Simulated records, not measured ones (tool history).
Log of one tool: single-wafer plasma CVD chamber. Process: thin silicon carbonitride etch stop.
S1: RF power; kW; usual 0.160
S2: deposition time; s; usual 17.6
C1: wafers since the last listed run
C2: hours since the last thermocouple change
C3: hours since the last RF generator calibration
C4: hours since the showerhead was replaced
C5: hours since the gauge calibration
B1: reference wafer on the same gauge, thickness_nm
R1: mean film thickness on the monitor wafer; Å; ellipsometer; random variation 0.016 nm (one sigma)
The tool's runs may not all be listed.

{"run": 1, "hour": 0.0, "S1": 0.16, "S2": 17.6, "C1": 0, "C2": 533.1, "C3": 429.3, "C4": 5829.1, "C5": 1804.9, "B1": 9.596, "R1": 104.78}
{"run": 2, "hour": 46.3, "S1": 0.14, "S2": 17.6, "C1": 1002, "C2": 579.4, "C3": 475.6, "C4": 5875.4, "C5": 1851.2, "B1": 9.601, "R1": 100.55}
{"run": 3, "hour": 109.2, "S1": 0.14, "S2": 17.6, "C1": 1361, "C2": 642.3, "C3": 538.5, "C4": 5938.3, "C5": 1914.1, "B1": 9.599, "R1": 100.25}
{"run": 4, "hour": 215.8, "S1": 0.14, "S2": 17.6, "C1": 2307, "C2": 748.9, "C3": 645.1, "C4": 6044.9, "C5": 2020.7, "B1": 9.6, "R1": 100.49}
{"run": 5, "hour": 306.6, "S1": 0.145, "S2": 20.0, "C1": 1965, "C2": 839.7, "C3": 735.9, "C4": 6135.7, "C5": 2111.5, "B1": 9.601, "R1": 115.03}
{"run": 6, "hour": 345.5, "S1": 0.145, "S2": 20.0, "C1": 842, "C2": 878.6, "C3": 774.8, "C4": 6174.6, "C5": 2150.4, "B1": 9.6, "R1": 114.55}
{"hour": 375.8, "done": "gauge calibrated"}
{"run": 7, "hour": 424.2, "S1": 0.145, "S2": 20.0, "C1": 1703, "C2": 957.3, "C3": 853.5, "C4": 6253.3, "C5": 48.4, "B1": 9.604, "R1": 114.2}
{"run": 8, "hour": 496.8, "S1": 0.16, "S2": 17.6, "C1": 1571, "C2": 1029.9, "C3": 926.1, "C4": 6325.9, "C5": 121.0, "B1": 9.596, "R1": 103.43}
{"hour": 546.4, "done": "RF generator calibrated"}
{"run": 9, "hour": 575.4, "S1": 0.16, "S2": 17.6, "C1": 1528, "C2": 1108.5, "C3": 29.0, "C4": 6404.5, "C5": 199.6, "B1": 9.596, "R1": 105.26}
{"run": 10, "hour": 656.6, "S1": 0.16, "S2": 17.6, "C1": 1758, "C2": 1189.7, "C3": 110.2, "C4": 6485.7, "C5": 280.8, "B1": 9.596, "R1": 105.47}
{"run": 11, "hour": 704.2, "S1": 0.16, "S2": 17.6, "C1": 1030, "C2": 1237.3, "C3": 157.8, "C4": 6533.3, "C5": 328.4, "B1": 9.6, "R1": 105.25}
{"run": 12, "hour": 775.9, "S1": 0.16, "S2": 17.6, "C1": 1552, "C2": 1309.0, "C3": 229.5, "C4": 6605.0, "C5": 400.1, "B1": 9.6, "R1": 105.34}
{"run": 13, "hour": 822.3, "S1": 0.16, "S2": 17.6, "C1": 1004, "C2": 1355.4, "C3": 275.9, "C4": 6651.4, "C5": 446.5, "B1": 9.6, "R1": 104.89}
{"run": 14, "hour": 858.5, "S1": 0.16, "S2": 17.6, "C1": 783, "C2": 1391.6, "C3": 312.1, "C4": 6687.6, "C5": 482.7, "B1": 9.6, "R1": 105.19}
{"run": 15, "hour": 946.0, "S1": 0.175, "S2": 20.6, "C1": 1894, "C2": 1479.1, "C3": 399.6, "C4": 6775.1, "C5": 570.2, "B1": 9.599, "R1": 126.21}
{"run": 16, "hour": 987.9, "S1": 0.175, "S2": 14.5, "C1": 907, "C2": 1521.0, "C3": 441.5, "C4": 6817.0, "C5": 612.1, "B1": 9.601, "R1": 88.72}
{"run": 17, "hour": 1041.9, "S1": 0.155, "S2": 17.6, "C1": 1169, "C2": 1575.0, "C3": 495.5, "C4": 6871.0, "C5": 666.1, "B1": 9.598, "R1": 103.81}
{"run": 18, "hour": 1084.8, "S1": 0.16, "S2": 15.1, "C1": 928, "C2": 1617.9, "C3": 538.4, "C4": 6913.9, "C5": 709.0, "B1": 9.6, "R1": 90.01}
{"run": 19, "hour": 1142.8, "S1": 0.17, "S2": 17.6, "C1": 1255, "C2": 1675.9, "C3": 596.4, "C4": 6971.9, "C5": 767.0, "B1": 9.6, "R1": 106.49}
{"run": 20, "hour": 1231.6, "S1": 0.175, "S2": 20.2, "C1": 1922, "C2": 1764.7, "C3": 685.2, "C4": 7060.7, "C5": 855.8, "B1": 9.604, "R1": 123.12}
{"run": 21, "hour": 1340.0, "S1": 0.16, "S2": 14.5, "C1": 2346, "C2": 1873.1, "C3": 793.6, "C4": 7169.1, "C5": 964.2, "B1": 9.602, "R1": 85.7}
{"hour": 1367.5, "done": "RF generator calibrated"}
{"hour": 1385.3, "done": "showerhead replaced"}
{"run": 22, "hour": 1385.8, "S1": 0.16, "S2": 17.6, "C1": 645, "C2": 1918.9, "C3": 18.3, "C4": 0.5, "C5": 1010.0, "B1": 9.6, "R1": 105.18}
{"run": 23, "hour": 1434.3, "S1": 0.16, "S2": 14.3, "C1": 1050, "C2": 1967.4, "C3": 66.8, "C4": 49.0, "C5": 1058.5, "B1": 9.603, "R1": 85.4}
{"run": 24, "hour": 1482.7, "S1": 0.16, "S2": 17.6, "C1": 1047, "C2": 2015.8, "C3": 115.2, "C4": 97.4, "C5": 1106.9, "B1": 9.6, "R1": 105.29}
{"run": 25, "hour": 1533.7, "S1": 0.16, "S2": 17.6, "C1": 1104, "C2": 2066.8, "C3": 166.2, "C4": 148.4, "C5": 1157.9, "B1": 9.6, "R1": 105.31}
{"hour": 1547.6, "done": "thermocouple changed; heater temperature recalibrated"}
{"run": 26, "hour": 1574.0, "S1": 0.19, "S2": 17.6, "C1": 699, "C2": 26.4, "C3": 206.5, "C4": 188.7, "C5": 1198.2, "B1": 9.598, "R1": 110.95}
{"run": 27, "hour": 1672.2, "S1": 0.16, "S2": 17.6, "C1": 2126, "C2": 124.6, "C3": 304.7, "C4": 286.9, "C5": 1296.4, "B1": 9.597, "R1": 105.18}
{"run": 28, "hour": 1741.8, "S1": 0.145, "S2": 20.0, "C1": 1506, "C2": 194.2, "C3": 374.3, "C4": 356.5, "C5": 1366.0, "B1": 9.6, "R1": 115.76}
{"run": 29, "hour": 1833.5, "S1": 0.16, "S2": 16.7, "C1": 1985, "C2": 285.9, "C3": 466.0, "C4": 448.2, "C5": 1457.7, "B1": 9.603, "R1": 99.27}
{"run": 30, "hour": 1872.6, "S1": 0.16, "S2": 17.6, "C1": 846, "C2": 325.0, "C3": 505.1, "C4": 487.3, "C5": 1496.8, "B1": 9.595, "R1": 104.96}
{"run": 31, "hour": 1940.3, "S1": 0.15, "S2": 16.5, "C1": 1465, "C2": 392.7, "C3": 572.8, "C4": 555.0, "C5": 1564.5, "B1": 9.599, "R1": 96.05}
{"run": 32, "hour": 1982.0, "S1": 0.19, "S2": 17.6, "C1": 902, "C2": 434.4, "C3": 614.5, "C4": 596.7, "C5": 1606.2, "B1": 9.6, "R1": 110.29}
{"run": 33, "hour": 2069.4, "S1": 0.17, "S2": 15.1, "C1": 1892, "C2": 521.8, "C3": 701.9, "C4": 684.1, "C5": 1693.6, "B1": 9.605, "R1": 91.21}
{"run": 34, "hour": 2148.4, "S1": 0.17, "S2": 15.9, "C1": 1710, "C2": 600.8, "C3": 780.9, "C4": 763.1, "C5": 1772.6, "B1": 9.599, "R1": 95.66}
{"run": 35, "hour": 2240.4, "S1": 0.16, "S2": 14.5, "C1": 1991, "C2": 692.8, "C3": 872.9, "C4": 855.1, "C5": 1864.6, "B1": 9.601, "R1": 85.55}
{"run": 36, "hour": 2302.8, "S1": 0.145, "S2": 16.2, "C1": 1350, "C2": 755.2, "C3": 935.3, "C4": 917.5, "C5": 1927.0, "B1": 9.594, "R1": 92.56}

3 ways to go on from here, each from the tool as it stands after run 36. What would each give?
{"run": "A", "hour": 2303.2, "S1": 0.16, "S2": 17.6, "C1": 8, "C2": 755.6, "C3": 935.7, "C4": 917.9, "C5": 1927.4, "B1": "?", "R1": "?"}
{"run": "B", "hour": 2303.2, "S1": 0.135, "S2": 14.8, "C1": 8, "C2": 755.6, "C3": 935.7, "C4": 917.9, "C5": 1927.4, "B1": "?", "R1": "?"}
{"run": "C", "hour": 2303.2, "S1": 0.185, "S2": 18.6, "C1": 8, "C2": 755.6, "C3": 935.7, "C4": 917.9, "C5": 1927.4, "B1": "?", "R1": "?"}

run=A B1=9.604 R1=103.78
run=B B1=9.604 R1=82.85
run=C B1=9.604 R1=114.64
Without the tool's hidden state the same runs would have given:
run=A R1=105.65
run=B R1=84.34
run=C R1=116.71
